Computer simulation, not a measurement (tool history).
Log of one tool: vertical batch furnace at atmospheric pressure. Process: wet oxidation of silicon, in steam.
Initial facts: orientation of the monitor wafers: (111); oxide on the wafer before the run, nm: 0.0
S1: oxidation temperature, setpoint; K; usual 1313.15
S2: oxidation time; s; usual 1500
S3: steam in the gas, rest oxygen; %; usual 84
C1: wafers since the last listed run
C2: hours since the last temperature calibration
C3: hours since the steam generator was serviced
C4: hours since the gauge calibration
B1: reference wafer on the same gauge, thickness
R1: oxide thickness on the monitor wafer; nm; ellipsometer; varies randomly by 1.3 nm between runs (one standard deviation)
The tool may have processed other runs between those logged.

Run 1, hour 0: usual settings but S1 1326.15 K; C1 0; C2 2530.3; C3 1243.5; C4 163.6; B1 329.2. Result: R1 347.19 nm.
Run 2, hour 86.4: usual settings but S1 1326.15 K; C1 1541; C2 2616.7; C3 1329.9; C4 250; B1 328.71. Result: R1 347 nm.
Run 3, hour 146.4: usual settings but S1 1326.15 K; C1 1070; C2 2676.7; C3 1389.9; C4 310; B1 329.65. Result: R1 351.54 nm.
Run 4, hour 243.7: usual settings but S3 75 %; C1 1735; C2 2774; C3 1487.2; C4 407.3; B1 329.61. Result: R1 304.99 nm.
Run 5, hour 302.7: usual settings but S3 75 %; C1 1052; C2 2833; C3 1546.2; C4 466.3; B1 330.69. Result: R1 305.97 nm.
Run 6, hour 365.8: usual settings but S3 75 %; C1 1125; C2 2896.1; C3 1609.3; C4 529.4; B1 330.26. Result: R1 304.19 nm.
Run 7, hour 472.7: usual settings but S3 88 %; C1 1906; C2 3003; C3 1716.2; C4 636.3; B1 331.28. Result: R1 339.33 nm.
Run 8, hour 558.2: usual settings; C1 1525; C2 3088.5; C3 1801.7; C4 721.8; B1 332.16. Result: R1 328.78 nm.
At hour 589.7: steam generator serviced.
Run 9, hour 602.3: usual settings but S1 1306.15 K, S2 1260 s; C1 358; C2 3132.6; C3 12.6; C4 765.9; B1 332.67. Result: R1 283.19 nm.
Run 10, hour 912: usual settings; C1 5523; C2 3442.3; C3 322.3; C4 1075.6; B1 335.9. Result: R1 334.34 nm.
Run 11, hour 972.6: usual settings but S2 2070 s, S3 74 %; C1 1080; C2 3502.9; C3 382.9; C4 1136.2; B1 336.17. Result: R1 377.13 nm.
Run 12, hour 1034.5: usual settings; C1 1104; C2 3564.8; C3 444.8; C4 1198.1; B1 337.51. Result: R1 334.28 nm.
At hour 1083.3: thermocouples replaced and temperature profile calibrated.
At hour 1141.4: gauge calibrated.
Run 13, hour 1142.2: usual settings but S1 1298.15 K; C1 1492; C2 58.9; C3 552.5; C4 0.8; B1 330.19. Result: R1 302.35 nm.
Run 14, hour 1191.5: usual settings but S1 1307.15 K, S2 930 s, S3 93 %; C1 879; C2 108.2; C3 601.8; C4 50.1; B1 330.49. Result: R1 249.22 nm.
Run 15, hour 1272.8: usual settings but S1 1304.15 K, S2 870 s, S3 92 %; C1 1450; C2 189.5; C3 683.1; C4 131.4; B1 330.45. Result: R1 232.5 nm.
Run 16, hour 1368.6: usual settings; C1 1708; C2 285.3; C3 778.9; C4 227.2; B1 331.04. Result: R1 330.43 nm.
Run 17, hour 1459.5: usual settings but S1 1338.15 K, S2 1200 s, S3 91 %; C1 1621; C2 376.2; C3 869.8; C4 318.1; B1 330.27. Result: R1 345.1 nm.
Run 18, hour 1554.1: usual settings but S2 2160 s, S3 74 %; C1 1687; C2 470.8; C3 964.4; C4 412.7; B1 331.45. Result: R1 380.45 nm.
Run 19, hour 1590.4: usual settings but S1 1326.15 K; C1 647; C2 507.1; C3 1000.7; C4 449; B1 331.83. Result: R1 350.15 nm.
Run 20, hour 1658.6: usual settings; C1 1216; C2 575.3; C3 1068.9; C4 517.2; B1 331.85. Result: R1 329.27 nm.
Run 21, hour 1710.6: usual settings but S1 1292.15 K, S2 930 s; C1 927; C2 627.3; C3 1120.9; C4 569.2; B1 332.51. Result: R1 212.5 nm.

Had the tool no unlogged condition, and each run kept its random variation, what would the results have been?
The hidden state here: true tube temperature minus thermocouple reading, K; steam share off its setpoint, % of the setpoint; gauge reads high (%).
run      R1
  1  348.07
  2  347.65
  3  351.99
  4  304.99
  5  305.68
  6  303.57
  7  337.87
  8  326.67
  9  281.05
 10  328.43
 11  369.59
 12  326.76
 13  302.05
 14  248.96
 15  232.18
 16  329.78
 17  344.12
 18  378.89
 19  348.52
 20  327.34
 21  211.05

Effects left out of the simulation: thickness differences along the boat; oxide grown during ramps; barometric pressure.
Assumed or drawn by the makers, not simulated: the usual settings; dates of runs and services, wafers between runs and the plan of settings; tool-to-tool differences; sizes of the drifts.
